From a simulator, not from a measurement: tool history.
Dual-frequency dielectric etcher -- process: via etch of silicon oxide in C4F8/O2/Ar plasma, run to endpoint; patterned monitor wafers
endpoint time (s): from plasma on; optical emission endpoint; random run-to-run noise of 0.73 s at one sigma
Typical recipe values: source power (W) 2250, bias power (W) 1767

run,hour,source power (W),bias power (W),"incoming incoming film thickness, nm",endpoint time (s)
1,0.0,2250,1767,1235.4,251.5
2,9.1,2560,1564,1243.8,251.7
3,25.3,2560,1564,1225.5,247.9
4,37.0,2560,1564,1239.4,251.4
5,81.6,2560,1767,1227.2,242.3
# hour 117.3: wet clean of the chamber
6,117.8,2560,1767,1230.2,234.7
7,118.2,2250,1767,1217.9,241.6
8,118.6,2250,1767,1230.2,245.1
9,127.3,2250,1767,1231.1,243.3
10,134.3,2250,1767,1223.6,242.8
11,143.5,2250,1767,1220.0,243.2
# hour 155.7: bias power generator calibrated
12,159.9,2250,1767,1224.8,243.8
13,168.7,2250,1448,1228.1,257.0
14,183.4,2250,1767,1219.1,243.0
# hour 208.0: upper electrode replaced
15,208.5,2250,1767,1242.8,247.4
16,209.8,2250,1767,1230.7,245.2
# hour 222.3: source power generator calibrated
17,222.8,2250,1767,1228.9,245.9
18,231.0,2250,1767,1231.8,245.6
19,242.9,1780,1469,1224.6,272.3
20,249.4,2250,1767,1219.9,243.7
21,303.2,2250,1767,1231.4,246.6
22,309.9,2110,2196,1237.4,238.7
23,327.7,2250,2097,1235.4,236.1
24,335.3,2760,2134,1228.8,222.0
25,352.6,2530,1767,1230.9,238.6
26,358.6,2480,1507,1232.0,249.2
27,373.0,2470,1552,1219.6,246.4
28,388.7,2570,1653,1221.1,241.0

Branching from run 28: 4 alternative next runs. What would each branch give?
A,389.2,1830,1767,1233.9,?
B,389.2,1840,1964,1233.9,?
C,389.2,2680,2183,1233.9,?
D,389.2,2020,1416,1233.9,?

run,endpoint time (s)
A,262.5
B,255.3
C,224.4
D,269.5
Without the tool's hidden state the same runs would have given:
run,endpoint time (s)
A,259.8
B,252.7
C,222.2
D,266.8

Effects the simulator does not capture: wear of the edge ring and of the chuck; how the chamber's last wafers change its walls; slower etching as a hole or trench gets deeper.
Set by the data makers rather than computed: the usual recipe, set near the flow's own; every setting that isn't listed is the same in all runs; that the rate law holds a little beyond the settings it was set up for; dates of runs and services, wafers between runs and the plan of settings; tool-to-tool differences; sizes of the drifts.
